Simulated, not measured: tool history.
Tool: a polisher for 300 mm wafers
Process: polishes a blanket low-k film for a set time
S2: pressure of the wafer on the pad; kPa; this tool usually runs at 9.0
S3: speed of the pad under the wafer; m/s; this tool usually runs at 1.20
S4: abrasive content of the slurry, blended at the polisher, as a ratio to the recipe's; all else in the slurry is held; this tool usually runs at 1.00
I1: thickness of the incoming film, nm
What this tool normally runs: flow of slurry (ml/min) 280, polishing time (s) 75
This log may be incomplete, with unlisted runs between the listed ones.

{"run": 1, "hour": 0.0, "flow of slurry (ml/min)": 280, "S2": 9.0, "S3": 1.2, "S4": 1.0, "polishing time (s)": 75, "I1": 740.2, "film removed (Å)": 296}
{"run": 2, "hour": 13.6, "flow of slurry (ml/min)": 280, "S2": 9.0, "S3": 1.2, "S4": 1.0, "polishing time (s)": 75, "I1": 749.2, "film removed (Å)": 300}
{"hour": 18.8, "done": "worn pad replaced by a new one"}
{"run": 3, "hour": 23.2, "flow of slurry (ml/min)": 280, "S2": 9.0, "S3": 1.2, "S4": 1.0, "polishing time (s)": 75, "I1": 750.7, "film removed (Å)": 300}
{"run": 4, "hour": 41.0, "flow of slurry (ml/min)": 280, "S2": 6.9, "S3": 1.2, "S4": 1.15, "polishing time (s)": 89, "I1": 750.7, "film removed (Å)": 310}
{"run": 5, "hour": 52.5, "flow of slurry (ml/min)": 280, "S2": 10.3, "S3": 1.2, "S4": 1.2, "polishing time (s)": 75, "I1": 746.2, "film removed (Å)": 371}
{"run": 6, "hour": 64.8, "flow of slurry (ml/min)": 250, "S2": 9.0, "S3": 1.2, "S4": 1.0, "polishing time (s)": 75, "I1": 762.5, "film removed (Å)": 294}
{"run": 7, "hour": 79.6, "flow of slurry (ml/min)": 280, "S2": 9.0, "S3": 1.08, "S4": 0.8, "polishing time (s)": 75, "I1": 754.5, "film removed (Å)": 239}
{"run": 8, "hour": 86.3, "flow of slurry (ml/min)": 280, "S2": 9.0, "S3": 1.2, "S4": 1.0, "polishing time (s)": 84, "I1": 749.5, "film removed (Å)": 330}
{"hour": 91.0, "done": "slurry blender recalibrated"}
{"hour": 95.8, "done": "head pressure recalibrated"}
{"run": 9, "hour": 101.9, "flow of slurry (ml/min)": 280, "S2": 6.9, "S3": 1.02, "S4": 1.0, "polishing time (s)": 75, "I1": 752.3, "film removed (Å)": 191}
{"run": 10, "hour": 110.5, "flow of slurry (ml/min)": 280, "S2": 11.0, "S3": 1.2, "S4": 1.0, "polishing time (s)": 75, "I1": 753.7, "film removed (Å)": 324}
{"run": 11, "hour": 125.6, "flow of slurry (ml/min)": 280, "S2": 9.0, "S3": 1.2, "S4": 1.0, "polishing time (s)": 75, "I1": 756.6, "film removed (Å)": 269}
{"run": 12, "hour": 135.2, "flow of slurry (ml/min)": 280, "S2": 9.0, "S3": 1.2, "S4": 1.0, "polishing time (s)": 75, "I1": 737.0, "film removed (Å)": 272}
{"run": 13, "hour": 143.5, "flow of slurry (ml/min)": 280, "S2": 9.0, "S3": 1.46, "S4": 1.25, "polishing time (s)": 75, "I1": 745.5, "film removed (Å)": 350}
{"run": 14, "hour": 154.0, "flow of slurry (ml/min)": 280, "S2": 7.6, "S3": 1.2, "S4": 1.0, "polishing time (s)": 75, "I1": 752.0, "film removed (Å)": 239}
{"run": 15, "hour": 169.8, "flow of slurry (ml/min)": 280, "S2": 9.0, "S3": 1.2, "S4": 1.0, "polishing time (s)": 53, "I1": 764.1, "film removed (Å)": 194}
{"hour": 186.1, "done": "worn pad replaced by a new one"}
{"run": 16, "hour": 186.6, "flow of slurry (ml/min)": 280, "S2": 11.7, "S3": 1.2, "S4": 0.75, "polishing time (s)": 51, "I1": 765.1, "film removed (Å)": 193}
{"run": 17, "hour": 193.3, "flow of slurry (ml/min)": 280, "S2": 9.0, "S3": 0.88, "S4": 1.0, "polishing time (s)": 93, "I1": 757.2, "film removed (Å)": 265}
{"run": 18, "hour": 203.3, "flow of slurry (ml/min)": 355, "S2": 9.0, "S3": 1.2, "S4": 1.0, "polishing time (s)": 75, "I1": 755.3, "film removed (Å)": 280}
{"run": 19, "hour": 215.4, "flow of slurry (ml/min)": 355, "S2": 12.4, "S3": 1.2, "S4": 1.0, "polishing time (s)": 75, "I1": 743.7, "film removed (Å)": 375}
{"run": 20, "hour": 226.7, "flow of slurry (ml/min)": 280, "S2": 9.0, "S3": 1.1, "S4": 0.9, "polishing time (s)": 75, "I1": 757.1, "film removed (Å)": 241}
{"run": 21, "hour": 241.0, "flow of slurry (ml/min)": 280, "S2": 9.0, "S3": 1.2, "S4": 1.0, "polishing time (s)": 75, "I1": 746.8, "film removed (Å)": 274}
{"run": 22, "hour": 269.6, "flow of slurry (ml/min)": 280, "S2": 9.0, "S3": 1.2, "S4": 1.0, "polishing time (s)": 75, "I1": 758.0, "film removed (Å)": 275}
{"run": 23, "hour": 283.8, "flow of slurry (ml/min)": 280, "S2": 9.0, "S3": 1.6, "S4": 1.0, "polishing time (s)": 95, "I1": 737.1, "film removed (Å)": 437}
{"hour": 289.2, "done": "slurry blender recalibrated"}
{"run": 24, "hour": 301.2, "flow of slurry (ml/min)": 280, "S2": 9.0, "S3": 1.2, "S4": 1.0, "polishing time (s)": 75, "I1": 755.3, "film removed (Å)": 277}
{"run": 25, "hour": 318.1, "flow of slurry (ml/min)": 250, "S2": 11.0, "S3": 1.2, "S4": 0.8, "polishing time (s)": 96, "I1": 737.5, "film removed (Å)": 358}

Some steps in film removed (Å) between neighbouring runs. How much of each would the tool show without its hidden state too (settings, what came in, random variation), and how much is left for the hidden state, with any gauge scatter that isn't in both results?
What the log doesn't record here: removal rate lost through wear of the pad, %; slurry flow missing at the pad, %; deviation of the head's pressure from its setpoint, %; abrasive missing from the slurry, %; time polished since the conditioner stopped cutting, s.
Run 5 -> 6: flow of slurry (ml/min) 280 -> 250, S2 10.3 -> 9.0, S4 1.20 -> 1.00. film removed (Å) -77: hidden state -6, all else -71.
Run 8 -> 9: S2 9.0 -> 6.9, S3 1.20 -> 1.02, polishing time (s) 84 -> 75, slurry blender recalibrated, head pressure recalibrated. film removed (Å) -139: hidden state -27, all else -112.
Run 22 -> 23: S3 1.20 -> 1.60, polishing time (s) 75 -> 95. film removed (Å) +162: hidden state -3, all else +165.
Run 23 -> 24: S3 1.60 -> 1.20, polishing time (s) 95 -> 75, slurry blender recalibrated. film removed (Å) -160: hidden state +3, all else -163.

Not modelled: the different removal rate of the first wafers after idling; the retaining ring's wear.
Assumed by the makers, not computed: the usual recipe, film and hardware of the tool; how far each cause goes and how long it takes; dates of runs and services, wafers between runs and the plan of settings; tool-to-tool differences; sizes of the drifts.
